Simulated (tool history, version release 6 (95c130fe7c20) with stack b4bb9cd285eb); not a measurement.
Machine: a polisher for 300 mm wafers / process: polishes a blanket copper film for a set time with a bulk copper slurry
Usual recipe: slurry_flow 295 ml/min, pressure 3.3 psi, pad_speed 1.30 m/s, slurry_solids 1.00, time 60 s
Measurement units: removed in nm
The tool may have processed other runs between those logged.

run    hour  slurry_flow  pressure  pad_speed  slurry_solids  time  wafers since the last listed run  wafers polished on this pad  hours since the slurry nozzle was cleaned  hours since the head pressure was calibrated  hours since the slurry blender was calibrated  incoming thickness of the incoming film, nm  removed
  1     0.0          295       2.8       1.30           1.00    60                                 0                         5161                                      366.0                                         444.0                                          184.8                                       2367.5    683.3
       12.8  -- head pressure recalibrated
       56.8  -- worn pad replaced by a new one
  2    72.3          295       2.8       1.30           1.00    60                               736                          171                                      438.3                                          59.5                                          257.1                                       2385.6    670.8
      124.4  -- slurry nozzle cleaned
  3   159.6          295       3.9       1.16           1.00    60                               958                         1130                                       35.2                                         146.8                                          344.4                                       2333.1    846.9
  4   233.4          295       3.9       1.16           1.00    60                               819                         1950                                      109.0                                         220.6                                          418.2                                       2370.8    854.9
      255.0  -- slurry blender recalibrated
  5   278.4          295       3.3       1.30           1.00    53                               477                         2427                                      154.0                                         265.6                                           23.4                                       2345.6    717.0
  6   340.0          295       3.3       1.30           1.00    60                               684                         3111                                      215.6                                         327.2                                           85.0                                       2368.8    812.2
  7   430.3          235       3.3       1.30           1.00    46                              1002                         4114                                      305.9                                         417.5                                          175.3                                       2408.0    607.1
      507.0  -- worn pad replaced by a new one
  8   507.5          235       3.3       1.30           1.00    46                               812                            5                                      383.1                                         494.7                                          252.5                                       2370.2    604.5
      537.0  -- head pressure recalibrated
  9   546.8          295       3.3       1.30           1.00    60                               414                          420                                      422.4                                           9.8                                          291.8                                       2346.3    782.1
      578.7  -- slurry nozzle cleaned
 10   640.2          295       3.3       1.30           1.00    60                              1026                         1446                                       61.5                                         103.2                                          385.2                                       2369.3    775.7
 11   695.9          295       3.3       1.30           1.00    60                               618                         2064                                      117.2                                         158.9                                          440.9                                       2371.6    784.4
      703.8  -- slurry blender recalibrated
 12   843.0          295       3.6       1.30           1.00    60                              1611                         3676                                      264.3                                         306.0                                          139.2                                       2394.4    877.0
 13   892.3          295       3.6       1.30           1.00    60                               547                         4223                                      313.6                                         355.3                                          188.5                                       2392.7    868.7
 14   941.8          295       4.0       1.06           1.00    51                               549                         4773                                      363.1                                         404.8                                          238.0                                       2375.0    709.6
      951.4  -- worn pad replaced by a new one
     1000.9  -- head pressure recalibrated
 15  1031.1          295       3.3       1.30           1.00    60                               925                          863                                      452.4                                          30.2                                          327.3                                       2373.7    793.0
     1054.4  -- slurry nozzle cleaned
 16  1109.3          295       3.3       1.30           1.00    60                               857                         1720                                       54.9                                         108.4                                          405.5                                       2379.8    786.7
 17  1176.8          295       3.3       1.30           1.00    60                               749                         2470                                      122.4                                         175.9                                          473.0                                       2359.0    778.1
     1187.4  -- slurry blender recalibrated
 18  1281.7          375       3.3       0.98           1.00    77                              1142                         3613                                      227.3                                         280.8                                           94.3                                       2372.8    857.6
 19  1375.3          340       2.2       1.68           1.00    60                              1039                         4652                                      320.9                                         374.4                                          187.9                                       2327.8    651.3
     1439.6  -- head pressure recalibrated
 20  1479.0          255       3.3       1.30           1.00    67                              1129                         5782                                      424.6                                          39.4                                          291.6                                       2339.0    876.3
     1498.9  -- worn pad replaced by a new one
 21  1528.0          365       2.7       0.96           1.10    60                               499                          322                                      473.6                                          88.4                                          340.6                                       2377.3    542.5
     1552.8  -- slurry nozzle cleaned
 22  1576.6          295       3.3       1.30           1.00    67                               528                          851                                       23.8                                         137.0                                          389.2                                       2386.9    882.5
 23  1676.5          235       4.0       1.60           0.80    60                              1109                         1961                                      123.7                                         236.9                                          489.1                                       2328.2   1044.8
 24  1727.5          195       4.1       1.30           0.70    41                               566                         2527                                      174.7                                         287.9                                          540.1                                       2333.8    599.7
     1738.6  -- slurry blender recalibrated
 25  1778.3          295       3.3       1.30           1.00    60                               541                         3069                                      225.5                                         338.7                                           39.7                                       2422.7    819.2
 26  1881.4          375       3.3       1.56           1.00    76                              1145                         4214                                      328.6                                         441.8                                          142.8                                       2342.7   1173.2
 27  1969.0          295       3.3       1.30           0.85    78                               972                         5187                                      416.2                                         529.4                                          230.4                                       2401.9    993.2
     2003.1  -- head pressure recalibrated
     2027.0  -- worn pad replaced by a new one
     2064.1  -- slurry nozzle cleaned
 28  2065.8          295       3.3       1.30           1.00    73                               997                          419                                        1.7                                          62.7                                          327.2                                       2368.6    965.6
 29  2226.8          365       3.8       1.30           1.10    72                              1788                         2207                                      162.7                                         223.7                                          488.2                                       2336.8   1120.8

Predict each of these 4 candidate next runs independently; none follows another, all start after run 29:
  A  2227.2          295       3.3       1.30           1.00    60                                 4                         2211                                      163.1                                         224.1                                          488.6                                       2404.3        ?
  B  2227.2          370       2.6       0.90           1.20    60                                 4                         2211                                      163.1                                         224.1                                          488.6                                       2404.3        ?
  C  2227.2          295       2.2       1.30           1.00    60                                 4                         2211                                      163.1                                         224.1                                          488.6                                       2404.3        ?
  D  2227.2          295       3.3       1.14           1.00    60                                 4                         2211                                      163.1                                         224.1                                          488.6                                       2404.3        ?

run  removed
  A    771.6
  B    501.5
  C    514.4
  D    703.4
Stripped of hidden state, with their random variation kept, the same runs would have yielded:
run  removed
  A    814.8
  B    530.4
  C    543.2
  D    742.8
